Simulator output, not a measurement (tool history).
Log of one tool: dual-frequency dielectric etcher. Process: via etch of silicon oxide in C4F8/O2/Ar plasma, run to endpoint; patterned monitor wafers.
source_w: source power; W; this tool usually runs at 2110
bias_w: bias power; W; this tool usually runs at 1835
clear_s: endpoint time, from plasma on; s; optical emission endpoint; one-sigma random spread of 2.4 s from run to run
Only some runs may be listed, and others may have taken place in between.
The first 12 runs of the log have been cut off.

run	day	source_w	bias_w	incoming incoming film thickness, nm	clear_s
13	22.029	2360	1707	1674.5	360.0
# day 23.746: wet clean of the chamber
14	23.767	1680	2016	1655.4	364.9
15	24.533	2350	2136	1672.8	317.4
16	27.525	2110	1835	1669.8	355.5
17	33.562	2400	1835	1680.1	340.7
18	34.662	1860	2211	1664.8	352.7
19	37.129	2110	1699	1675.1	375.6
20	39.425	1930	1977	1656.6	368.3
# day 39.979: source power generator calibrated
# day 40.738: wet clean of the chamber
21	41.262	1810	1502	1674.1	393.6
22	43.404	2110	1835	1660.0	354.7
23	45.417	1900	1515	1669.5	395.2
24	47.742	1930	1544	1665.2	390.8
# day 50.417: upper electrode replaced
25	50.438	2110	1468	1669.6	383.4
26	51.492	2510	2272	1658.3	316.4
27	52.538	2110	1835	1664.1	359.0
28	55.417	1970	1835	1684.9	379.2
# day 58.954: wet clean of the chamber
29	58.975	1670	2071	1667.1	369.3
30	60.679	2350	2184	1680.7	329.8
31	62.362	2110	1835	1682.4	358.2
32	65.338	2110	1418	1669.1	393.5
33	66.688	2110	1468	1667.3	385.9
34	68.788	2110	1835	1664.2	360.9

Here are 5 independent what-if runs from the current tool condition. What would each one return?
A	68.808	2110	1835	1674.3	?
B	68.808	1620	2072	1674.3	?
C	68.808	1710	1975	1674.3	?
D	68.808	2360	1382	1674.3	?
E	68.808	2320	2038	1674.3	?

run	clear_s
A	366.7
B	390.1
C	388.2
D	383.0
E	341.9
Take away the tool's hidden state, keep each run's random variation, and the runs would have read:
run	clear_s
A	354.3
B	377.0
C	375.1
D	370.0
E	330.4

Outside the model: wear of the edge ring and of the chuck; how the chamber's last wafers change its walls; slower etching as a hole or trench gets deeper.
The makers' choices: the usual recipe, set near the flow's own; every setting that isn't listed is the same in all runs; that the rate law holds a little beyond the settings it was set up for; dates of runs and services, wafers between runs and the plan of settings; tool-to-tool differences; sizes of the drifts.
